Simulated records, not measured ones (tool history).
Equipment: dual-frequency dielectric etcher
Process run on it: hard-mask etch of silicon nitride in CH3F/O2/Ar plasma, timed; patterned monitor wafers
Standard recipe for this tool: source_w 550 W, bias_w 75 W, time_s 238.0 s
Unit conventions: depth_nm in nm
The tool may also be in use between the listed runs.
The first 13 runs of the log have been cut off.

run	hour	source_w	bias_w	time_s	read-back reference wafer on the same gauge, depth_nm	depth_nm
14	575.8	610	75	258.0	177.1	198.3
15	734.9	550	92	238.0	177.2	188.8
16	791.2	550	75	200.0	177.2	146.0
17	840.5	550	75	238.0	177.1	173.7
18	879.9	430	75	238.0	177.0	160.9
# hour 911.6: wet clean of the chamber
19	949.4	650	60	203.5	176.8	151.4
20	996.8	670	86	257.0	176.9	221.0
# hour 1013.4: bias power generator calibrated
21	1055.1	550	75	238.0	176.8	179.5
22	1103.1	550	90	266.5	177.0	217.0
# hour 1111.5: gauge calibrated
23	1133.3	620	62	297.0	176.9	217.0
24	1188.4	690	86	284.0	177.2	243.7
25	1231.5	500	75	302.0	177.1	218.1
26	1299.1	550	65	238.0	177.0	168.3
27	1339.8	620	75	238.0	177.1	184.3
28	1376.1	550	62	217.0	177.0	150.2
29	1443.0	550	75	305.5	177.0	223.9
30	1501.3	630	56	238.0	177.2	164.6

Predict each of these 4 candidate next runs independently; none follows another, all start after run 30:
A	1501.8	550	75	238.0	?	?
B	1501.8	470	80	256.5	?	?
C	1501.8	550	75	219.5	?	?
D	1501.8	470	86	180.5	?	?

run	read-back reference wafer on the same gauge, depth_nm	depth_nm
A	176.9	175.2
B	176.9	183.4
C	176.9	161.6
D	176.9	132.7
Without the tool's hidden state the same runs would have given:
run	depth_nm
A	182.3
B	190.8
C	168.1
D	138.0
